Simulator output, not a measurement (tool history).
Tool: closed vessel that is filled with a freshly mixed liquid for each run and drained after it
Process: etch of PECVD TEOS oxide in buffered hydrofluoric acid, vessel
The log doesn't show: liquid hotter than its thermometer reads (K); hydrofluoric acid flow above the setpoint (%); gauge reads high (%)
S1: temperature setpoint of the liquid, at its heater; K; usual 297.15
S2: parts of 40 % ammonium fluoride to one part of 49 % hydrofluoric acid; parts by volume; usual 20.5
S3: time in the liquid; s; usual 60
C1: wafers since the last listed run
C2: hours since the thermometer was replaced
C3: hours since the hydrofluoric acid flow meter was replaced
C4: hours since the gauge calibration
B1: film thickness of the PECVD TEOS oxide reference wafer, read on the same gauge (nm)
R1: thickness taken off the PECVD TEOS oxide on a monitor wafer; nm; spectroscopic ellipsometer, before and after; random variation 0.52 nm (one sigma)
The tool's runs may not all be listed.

run     day      S1    S2  S3     C1      C2      C3      C4      B1      R1
  1   0.000  297.15  20.5  60      0   942.8    42.3   873.5  112.52   82.79
  2   3.812  297.15  20.5  60   9076  1034.3   133.8   965.0  112.85   83.21
  3   5.696  297.15  20.5  60   4483  1079.5   179.0  1010.2  113.04   83.70
  4   7.608  297.15  20.5  60   4553  1125.4   224.9  1056.1  113.18   82.73
  5   9.742  297.15  20.5  60   5078  1176.6   276.1  1107.3  113.37   83.00
  6  12.325  297.15  20.5  60   6150  1238.6   338.1  1169.3  113.62   83.10
  7  16.200  297.15  20.5  35   9225  1331.6   431.1  1262.3  113.98   49.15
  8  19.246  297.15  20.5  35   7251  1404.7   504.2  1335.4  114.24   49.26
  9  20.779  297.15  20.5  35   3650  1441.5   541.0  1372.2  114.37   49.48
 10  23.479  297.15  20.5  60   6428  1506.3   605.8  1437.0  114.61   84.21
 11  26.654  295.65  20.5  60   7558  1582.5   682.0  1513.2  114.88   78.20
     30.179  -- gauge calibrated
 12  30.350  295.65  20.5  60   8798  1671.2   770.7     4.1  110.43   75.19
     30.988  -- thermometer replaced
 13  34.146  297.15  23.5  60   8937    75.8   861.8    95.2  110.77   74.51
 14  37.133  301.65  13.0  60   7112   147.5   933.5   166.9  111.01  162.00
 15  39.733  300.65  17.5  75   6189   209.9   995.9   229.3  111.27  143.30
 16  43.717  297.15  20.5  60   9483   305.5  1091.5   324.9  111.63   82.63
 17  54.404  297.15  20.5  60  25444   562.0  1348.0   581.4  112.57   83.15
     54.600  -- hydrofluoric acid flow meter replaced
 18  57.767  293.15  20.5  60   7906   642.7    76.0   662.1  112.85   66.62
 19  61.317  297.15  23.5  50   8451   727.9   161.2   747.3  113.18   62.59
 20  63.958  300.65  20.5  60   6289   791.3   224.6   810.7  113.44  100.74
 21  68.233  297.15  20.5  60  10177   893.9   327.2   913.3  113.81   83.23
 22  70.229  297.15  20.5  70   4751   941.8   375.1   961.2  114.00   98.15
 23  74.025  297.15  17.0  35   9036  1032.9   466.2  1052.3  114.33   58.43
 24  77.929  297.15  20.5  60   9294  1126.6   559.9  1146.0  114.68   83.85
 25  79.533  295.65  20.5  80   3819  1165.1   598.4  1184.5  114.83  103.93
 26  81.696  297.15  25.0  60   5148  1217.0   650.3  1236.4  115.01   73.20

Forecast each of these 4 alternatives for the next run:
  A  81.725  297.15  20.5  90  69  1217.7  651.0  1237.1   ?   ?
  B  81.725  298.65  20.5  60  69  1217.7  651.0  1237.1   ?   ?
  C  81.725  300.65  15.0  60  69  1217.7  651.0  1237.1   ?   ?
  D  81.725  293.65  14.5  60  69  1217.7  651.0  1237.1   ?   ?

run      B1      R1
  A  115.02  127.96
  B  115.02   92.57
  C  115.02  139.16
  D  115.02   98.15
Without the tool's hidden state the same runs would have given:
run      R1
  A  122.38
  B   88.54
  C  133.09
  D   93.87

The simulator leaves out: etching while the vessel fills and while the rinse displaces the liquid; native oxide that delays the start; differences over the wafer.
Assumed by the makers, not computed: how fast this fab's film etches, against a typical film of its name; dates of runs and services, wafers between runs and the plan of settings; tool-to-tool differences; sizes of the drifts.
